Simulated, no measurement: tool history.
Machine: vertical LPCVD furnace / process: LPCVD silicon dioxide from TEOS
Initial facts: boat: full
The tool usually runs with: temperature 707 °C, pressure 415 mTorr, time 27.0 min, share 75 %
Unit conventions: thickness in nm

run	day	temperature	pressure	time	share	wafers since the last listed run	hours since the last temperature calibration	hours since the pressure gauge was zeroed	hours since the TEOS flow controller was replaced	hours since the gauge calibration	read-back reference wafer on the same gauge, thickness	thickness
1	0.000	707	415	27.0	75	0	2540.9	4032.1	3893.1	159.7	331.78	329.60
2	0.733	707	415	27.0	75	255	2558.5	4049.7	3910.7	177.3	332.04	327.86
3	1.450	707	415	27.0	75	250	2575.7	4066.9	3927.9	194.5	332.13	330.89
4	2.308	707	415	27.0	75	299	2596.3	4087.5	3948.5	215.1	331.86	329.77
5	2.983	707	415	27.0	75	235	2612.5	4103.7	3964.7	231.3	332.15	329.40
6	4.346	707	415	27.0	75	475	2645.2	4136.4	3997.4	264.0	332.04	329.74
7	5.696	707	415	27.0	75	471	2677.6	4168.8	4029.8	296.4	331.93	331.05
8	6.267	707	415	27.0	75	199	2691.3	4182.5	4043.5	310.1	332.11	330.52
9	6.908	707	415	27.0	75	223	2706.7	4197.9	4058.9	325.5	332.04	329.52
10	8.121	707	415	27.0	75	423	2735.8	4227.0	4088.0	354.6	331.96	331.42
11	9.608	707	415	27.0	75	519	2771.5	4262.7	4123.7	390.3	332.03	331.21
12	10.183	707	415	27.0	75	200	2785.3	4276.5	4137.5	404.1	332.04	330.69
13	11.238	707	415	30.0	75	367	2810.6	4301.8	4162.8	429.4	331.77	366.61
14	12.221	707	415	27.0	75	343	2834.2	4325.4	4186.4	453.0	332.06	329.23
# day 13.475: pressure gauge zeroed
15	13.496	707	490	20.0	81	95	2864.8	0.5	4217.0	483.6	331.75	276.58
16	13.771	707	415	31.5	61	95	2871.4	7.1	4223.6	490.2	332.04	347.49
17	14.271	707	490	20.0	81	174	2883.4	19.1	4235.6	502.2	332.10	275.85
18	15.238	717	370	27.0	84	337	2906.6	42.3	4258.8	525.4	331.88	413.04
19	16.729	716	415	23.5	80	520	2942.4	78.1	4294.6	561.2	331.94	362.44
# day 18.196: gauge calibrated
# day 19.050: thermocouples replaced and temperature profile calibrated
20	19.071	707	495	27.0	83	468	0.5	134.3	4350.8	21.0	331.84	347.51
21	19.596	715	415	31.5	75	183	13.1	146.9	4363.4	33.6	332.19	423.62
22	20.667	714	360	17.5	85	373	38.8	172.6	4389.1	59.3	331.93	228.63
23	22.004	707	415	27.0	75	466	70.9	204.7	4421.2	91.4	331.82	305.14
# day 23.612: TEOS flow controller replaced
24	23.633	707	415	31.5	75	219	110.0	243.8	0.5	130.5	332.00	357.11
25	27.575	713	385	31.0	75	1375	204.6	338.4	95.1	225.1	331.78	391.04
26	28.388	707	385	35.0	75	283	224.1	357.9	114.6	244.6	332.08	386.19
27	29.808	707	415	27.0	75	495	258.2	392.0	148.7	278.7	332.23	309.01
28	30.400	715	415	36.0	69	206	272.4	406.2	162.9	292.9	332.03	476.36

Consider 4 possible next runs. They are alternatives, not a sequence: every one starts from the tool as it was left by run 28. What does each give?
A	30.583	714	415	27.0	75	63	276.8	410.6	167.3	297.3	?	?
B	30.583	703	415	31.0	75	63	276.8	410.6	167.3	297.3	?	?
C	30.583	699	415	21.0	70	63	276.8	410.6	167.3	297.3	?	?
D	30.583	707	415	27.0	79	63	276.8	410.6	167.3	297.3	?	?

run	read-back reference wafer on the same gauge, thickness	thickness
A	331.88	362.33
B	331.88	323.82
C	331.88	193.19
D	331.88	317.27
Without the tool's unlogged condition, the same runs would have read:
run	thickness
A	348.88
B	311.53
C	185.80
D	305.33
